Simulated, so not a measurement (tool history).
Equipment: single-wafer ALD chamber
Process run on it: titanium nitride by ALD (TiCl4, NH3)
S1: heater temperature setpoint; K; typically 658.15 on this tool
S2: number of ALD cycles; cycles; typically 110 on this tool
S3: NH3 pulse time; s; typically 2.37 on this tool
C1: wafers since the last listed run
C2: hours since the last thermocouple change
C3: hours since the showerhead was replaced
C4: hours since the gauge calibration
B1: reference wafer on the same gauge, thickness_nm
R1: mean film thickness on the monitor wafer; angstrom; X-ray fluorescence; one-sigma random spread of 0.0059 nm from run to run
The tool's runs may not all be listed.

run 1 hour=0.0 | S1=663.15 S2=110 S3=2.37 | C1=0 C2=971.7 C3=3077.2 C4=789.0 | B1=2.374 | R1=23.20
run 2 hour=60.7 | S1=663.15 S2=110 S3=2.37 | C1=108 C2=1032.4 C3=3137.9 C4=849.7 | B1=2.377 | R1=23.17
run 3 hour=125.9 | S1=658.15 S2=110 S3=2.37 | C1=116 C2=1097.6 C3=3203.1 C4=914.9 | B1=2.374 | R1=23.16
run 4 hour=175.7 | S1=658.15 S2=110 S3=2.37 | C1=89 C2=1147.4 C3=3252.9 C4=964.7 | B1=2.372 | R1=23.00
run 5 hour=207.4 | S1=658.15 S2=110 S3=2.37 | C1=56 C2=1179.1 C3=3284.6 C4=996.4 | B1=2.374 | R1=23.11
run 6 hour=248.2 | S1=658.15 S2=110 S3=2.37 | C1=73 C2=1219.9 C3=3325.4 C4=1037.2 | B1=2.373 | R1=23.14
run 7 hour=290.0 | S1=658.15 S2=110 S3=2.37 | C1=74 C2=1261.7 C3=3367.2 C4=1079.0 | B1=2.370 | R1=23.15
run 8 hour=315.7 | S1=658.15 S2=110 S3=2.37 | C1=46 C2=1287.4 C3=3392.9 C4=1104.7 | B1=2.371 | R1=23.06
run 9 hour=362.8 | S1=658.15 S2=110 S3=2.37 | C1=84 C2=1334.5 C3=3440.0 C4=1151.8 | B1=2.374 | R1=23.20
run 10 hour=425.5 | S1=658.15 S2=110 S3=2.37 | C1=112 C2=1397.2 C3=3502.7 C4=1214.5 | B1=2.369 | R1=23.06
run 11 hour=494.8 | S1=658.15 S2=110 S3=2.37 | C1=124 C2=1466.5 C3=3572.0 C4=1283.8 | B1=2.371 | R1=23.13
run 12 hour=551.1 | S1=658.15 S2=110 S3=2.37 | C1=100 C2=1522.8 C3=3628.3 C4=1340.1 | B1=2.372 | R1=23.06
-- hour=563.1 thermocouple changed; heater temperature recalibrated
run 13 hour=609.5 | S1=666.15 S2=110 S3=2.37 | C1=90 C2=46.4 C3=3686.7 C4=1398.5 | B1=2.371 | R1=23.28
run 14 hour=766.9 | S1=649.15 S2=110 S3=2.37 | C1=281 C2=203.8 C3=3844.1 C4=1555.9 | B1=2.372 | R1=22.87
-- hour=786.0 gauge calibrated
run 15 hour=810.0 | S1=643.15 S2=110 S3=2.37 | C1=77 C2=246.9 C3=3887.2 C4=24.0 | B1=2.406 | R1=23.03
-- hour=824.6 showerhead replaced
run 16 hour=845.2 | S1=658.15 S2=110 S3=2.37 | C1=48 C2=282.1 C3=20.6 C4=59.2 | B1=2.405 | R1=23.43
run 17 hour=881.0 | S1=658.15 S2=110 S3=2.37 | C1=64 C2=317.9 C3=56.4 C4=95.0 | B1=2.400 | R1=23.36
run 18 hour=929.9 | S1=671.15 S2=101 S3=2.37 | C1=87 C2=366.8 C3=105.3 C4=143.9 | B1=2.397 | R1=21.65
run 19 hour=974.4 | S1=664.15 S2=90 S3=2.81 | C1=79 C2=411.3 C3=149.8 C4=188.4 | B1=2.396 | R1=19.38
run 20 hour=1013.6 | S1=668.15 S2=110 S3=2.37 | C1=70 C2=450.5 C3=189.0 C4=227.6 | B1=2.393 | R1=23.47
run 21 hour=1045.7 | S1=646.15 S2=124 S3=1.71 | C1=57 C2=482.6 C3=221.1 C4=259.7 | B1=2.392 | R1=25.21
run 22 hour=1109.9 | S1=658.15 S2=101 S3=2.37 | C1=114 C2=546.8 C3=285.3 C4=323.9 | B1=2.389 | R1=21.36
run 23 hour=1147.7 | S1=673.15 S2=92 S3=2.37 | C1=67 C2=584.6 C3=323.1 C4=361.7 | B1=2.389 | R1=19.63
run 24 hour=1208.8 | S1=671.15 S2=95 S3=3.19 | C1=109 C2=645.7 C3=384.2 C4=422.8 | B1=2.388 | R1=20.62
run 25 hour=1278.0 | S1=665.15 S2=88 S3=2.37 | C1=123 C2=714.9 C3=453.4 C4=492.0 | B1=2.383 | R1=18.66
run 26 hour=1311.5 | S1=667.15 S2=96 S3=2.37 | C1=59 C2=748.4 C3=486.9 C4=525.5 | B1=2.384 | R1=20.40

How the hidden state differs across the entries between the runs, from the last listed run before each to the first after it:
In the gap between runs 12 and 13: thermocouple changed; heater temperature recalibrated (hour 563.1)
  gauge reads high (%): -1.62 -> -1.63
  measured value less the no-hidden-state value, R1: -0.38 -> -0.39 angstrom
In the gap between runs 14 and 15: gauge calibrated (hour 786.0)
  gauge reads high (%): -1.65 -> -0.15
  measured value less the no-hidden-state value, R1: -0.39 -> -0.03 angstrom
In the gap between runs 15 and 16: showerhead replaced (hour 824.6)
  gauge reads high (%): -0.15 -> -0.253
  measured value less the no-hidden-state value, R1: -0.03 -> -0.06 angstrom

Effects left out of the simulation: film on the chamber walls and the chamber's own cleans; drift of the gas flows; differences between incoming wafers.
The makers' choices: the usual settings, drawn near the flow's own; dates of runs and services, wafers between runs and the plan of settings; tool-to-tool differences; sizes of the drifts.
